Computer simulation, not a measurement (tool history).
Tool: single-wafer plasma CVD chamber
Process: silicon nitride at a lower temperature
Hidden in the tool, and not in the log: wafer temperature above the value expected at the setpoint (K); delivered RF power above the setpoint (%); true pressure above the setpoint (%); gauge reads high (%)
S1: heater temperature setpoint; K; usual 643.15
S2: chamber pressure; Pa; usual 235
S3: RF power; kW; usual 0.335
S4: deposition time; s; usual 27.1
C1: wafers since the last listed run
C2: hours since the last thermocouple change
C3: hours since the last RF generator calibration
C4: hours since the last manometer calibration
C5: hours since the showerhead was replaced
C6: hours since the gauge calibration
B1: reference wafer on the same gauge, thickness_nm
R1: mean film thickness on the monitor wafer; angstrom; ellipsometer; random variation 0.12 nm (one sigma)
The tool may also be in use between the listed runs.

{"run": 1, "day": 0.0, "S1": 643.15, "S2": 235, "S3": 0.335, "S4": 27.1, "C1": 0, "C2": 1820, "C3": 1641.3, "C4": 1135.4, "C5": 5607.2, "C6": 28, "B1": 36.316, "R1": 326.42}
{"run": 2, "day": 1.333, "S1": 643.15, "S2": 235, "S3": 0.335, "S4": 27.1, "C1": 600, "C2": 1852, "C3": 1673.3, "C4": 1167.4, "C5": 5639.2, "C6": 60, "B1": 36.269, "R1": 326.9}
{"run": 3, "day": 2.012, "S1": 643.15, "S2": 235, "S3": 0.335, "S4": 27.1, "C1": 306, "C2": 1868.3, "C3": 1689.6, "C4": 1183.7, "C5": 5655.5, "C6": 76.3, "B1": 36.31, "R1": 327.69}
{"run": 4, "day": 3.108, "S1": 643.15, "S2": 235, "S3": 0.335, "S4": 27.1, "C1": 493, "C2": 1894.6, "C3": 1715.9, "C4": 1210, "C5": 5681.8, "C6": 102.6, "B1": 36.328, "R1": 324.25}
{"run": 5, "day": 4.567, "S1": 643.15, "S2": 235, "S3": 0.335, "S4": 27.1, "C1": 657, "C2": 1929.6, "C3": 1750.9, "C4": 1245, "C5": 5716.8, "C6": 137.6, "B1": 36.3, "R1": 325.1}
{"run": 6, "day": 5.421, "S1": 643.15, "S2": 235, "S3": 0.335, "S4": 27.1, "C1": 385, "C2": 1950.1, "C3": 1771.4, "C4": 1265.5, "C5": 5737.3, "C6": 158.1, "B1": 36.35, "R1": 326.07}
{"run": 7, "day": 6.233, "S1": 643.15, "S2": 235, "S3": 0.335, "S4": 27.1, "C1": 366, "C2": 1969.6, "C3": 1790.9, "C4": 1285, "C5": 5756.8, "C6": 177.6, "B1": 36.25, "R1": 327.42}
{"run": 8, "day": 7.179, "S1": 655.15, "S2": 235, "S3": 0.335, "S4": 29.6, "C1": 426, "C2": 1992.3, "C3": 1813.6, "C4": 1307.7, "C5": 5779.5, "C6": 200.3, "B1": 36.323, "R1": 354.56}
{"run": 9, "day": 8.521, "S1": 643.15, "S2": 211, "S3": 0.375, "S4": 27.1, "C1": 604, "C2": 2024.5, "C3": 1845.8, "C4": 1339.9, "C5": 5811.7, "C6": 232.5, "B1": 36.321, "R1": 338.27}
{"run": 10, "day": 9.854, "S1": 643.15, "S2": 235, "S3": 0.335, "S4": 27.1, "C1": 600, "C2": 2056.5, "C3": 1877.8, "C4": 1371.9, "C5": 5843.7, "C6": 264.5, "B1": 36.322, "R1": 324.83}
{"day": 10.821, "done": "RF generator calibrated"}
{"run": 11, "day": 10.842, "S1": 643.15, "S2": 188, "S3": 0.335, "S4": 27.1, "C1": 294, "C2": 2080.2, "C3": 0.5, "C4": 1395.6, "C5": 5867.4, "C6": 288.2, "B1": 36.275, "R1": 304.72}
{"run": 12, "day": 11.671, "S1": 653.15, "S2": 199, "S3": 0.335, "S4": 27.1, "C1": 373, "C2": 2100.1, "C3": 20.4, "C4": 1415.5, "C5": 5887.3, "C6": 308.1, "B1": 36.293, "R1": 307.11}
{"run": 13, "day": 12.5, "S1": 643.15, "S2": 235, "S3": 0.335, "S4": 27.1, "C1": 373, "C2": 2120, "C3": 40.3, "C4": 1435.4, "C5": 5907.2, "C6": 328, "B1": 36.303, "R1": 318.22}
{"day": 13.596, "done": "thermocouple changed; heater temperature recalibrated"}
{"day": 13.65, "done": "capacitance manometer re-zeroed and calibrated"}
{"run": 14, "day": 13.671, "S1": 643.15, "S2": 235, "S3": 0.29, "S4": 27.1, "C1": 352, "C2": 1.8, "C3": 68.4, "C4": 0.5, "C5": 5935.3, "C6": 356.1, "B1": 36.298, "R1": 290.93}
{"run": 15, "day": 15.025, "S1": 633.15, "S2": 235, "S3": 0.375, "S4": 22.4, "C1": 610, "C2": 34.3, "C3": 100.9, "C4": 33, "C5": 5967.8, "C6": 388.6, "B1": 36.303, "R1": 280.99}
{"run": 16, "day": 15.875, "S1": 650.15, "S2": 257, "S3": 0.335, "S4": 27.1, "C1": 383, "C2": 54.7, "C3": 121.3, "C4": 53.4, "C5": 5988.2, "C6": 409, "B1": 36.295, "R1": 322.65}
{"day": 17.271, "done": "RF generator calibrated, repeated, since the last time left the tool worse"}
{"run": 17, "day": 17.292, "S1": 643.15, "S2": 273, "S3": 0.335, "S4": 27.1, "C1": 488, "C2": 88.7, "C3": 0.5, "C4": 87.4, "C5": 6022.2, "C6": 443, "B1": 36.283, "R1": 348.17}
{"run": 18, "day": 18.038, "S1": 643.15, "S2": 183, "S3": 0.3, "S4": 28.5, "C1": 336, "C2": 106.6, "C3": 18.4, "C4": 105.3, "C5": 6040.1, "C6": 460.9, "B1": 36.313, "R1": 317.99}
{"run": 19, "day": 18.912, "S1": 639.15, "S2": 211, "S3": 0.35, "S4": 21.7, "C1": 394, "C2": 127.6, "C3": 39.4, "C4": 126.3, "C5": 6061.1, "C6": 481.9, "B1": 36.292, "R1": 273.14}
{"day": 19.45, "done": "showerhead replaced"}
{"run": 20, "day": 19.788, "S1": 643.15, "S2": 235, "S3": 0.335, "S4": 27.1, "C1": 244, "C2": 148.6, "C3": 60.4, "C4": 147.3, "C5": 8.1, "C6": 502.9, "B1": 36.292, "R1": 336.18}
{"run": 21, "day": 20.704, "S1": 643.15, "S2": 252, "S3": 0.4, "S4": 27.1, "C1": 413, "C2": 170.6, "C3": 82.4, "C4": 169.3, "C5": 30.1, "C6": 524.9, "B1": 36.31, "R1": 379.6}
{"run": 22, "day": 22.117, "S1": 651.15, "S2": 251, "S3": 0.27, "S4": 22.6, "C1": 636, "C2": 204.5, "C3": 116.3, "C4": 203.2, "C5": 64, "C6": 558.8, "B1": 36.285, "R1": 249.36}
{"run": 23, "day": 23.421, "S1": 643.15, "S2": 235, "S3": 0.335, "S4": 27.1, "C1": 587, "C2": 235.8, "C3": 147.6, "C4": 234.5, "C5": 95.3, "C6": 590.1, "B1": 36.28, "R1": 337.61}
{"run": 24, "day": 24.304, "S1": 656.15, "S2": 235, "S3": 0.36, "S4": 27.1, "C1": 398, "C2": 257, "C3": 168.8, "C4": 255.7, "C5": 116.5, "C6": 611.3, "B1": 36.302, "R1": 349.39}
{"run": 25, "day": 25.379, "S1": 643.15, "S2": 235, "S3": 0.275, "S4": 27.1, "C1": 484, "C2": 282.8, "C3": 194.6, "C4": 281.5, "C5": 142.3, "C6": 637.1, "B1": 36.316, "R1": 299.02}
{"run": 26, "day": 26.067, "S1": 643.15, "S2": 280, "S3": 0.335, "S4": 27.1, "C1": 309, "C2": 299.3, "C3": 211.1, "C4": 298, "C5": 158.8, "C6": 653.6, "B1": 36.313, "R1": 350.91}
{"run": 27, "day": 26.712, "S1": 643.15, "S2": 235, "S3": 0.375, "S4": 27.1, "C1": 291, "C2": 314.8, "C3": 226.6, "C4": 313.5, "C5": 174.3, "C6": 669.1, "B1": 36.297, "R1": 358.45}
{"run": 28, "day": 28.096, "S1": 631.15, "S2": 235, "S3": 0.335, "S4": 27.1, "C1": 623, "C2": 348, "C3": 259.8, "C4": 346.7, "C5": 207.5, "C6": 702.3, "B1": 36.305, "R1": 338.32}
{"day": 28.95, "done": "gauge calibrated"}
{"run": 29, "day": 29.358, "S1": 629.15, "S2": 284, "S3": 0.335, "S4": 27.1, "C1": 569, "C2": 378.3, "C3": 290.1, "C4": 377, "C5": 237.8, "C6": 9.8, "B1": 36.289, "R1": 350.77}

Forecast each of these 3 alternatives for the next run:
{"run": "A", "day": 29.375, "S1": 643.15, "S2": 235, "S3": 0.335, "S4": 27.1, "C1": 7, "C2": 378.7, "C3": 290.5, "C4": 377.4, "C5": 238.2, "C6": 10.2, "B1": "?", "R1": "?"}
{"run": "B", "day": 29.375, "S1": 655.15, "S2": 217, "S3": 0.38, "S4": 27.1, "C1": 7, "C2": 378.7, "C3": 290.5, "C4": 377.4, "C5": 238.2, "C6": 10.2, "B1": "?", "R1": "?"}
{"run": "C", "day": 29.375, "S1": 656.15, "S2": 269, "S3": 0.29, "S4": 29.4, "C1": 7, "C2": 378.7, "C3": 290.5, "C4": 377.4, "C5": 238.2, "C6": 10.2, "B1": "?", "R1": "?"}

run=A B1=36.307 R1=336.02
run=B B1=36.307 R1=354.35
run=C B1=36.307 R1=342.31
Without the tool's hidden state the same runs would have given:
run=A R1=338.11
run=B R1=356.55
run=C R1=344.59
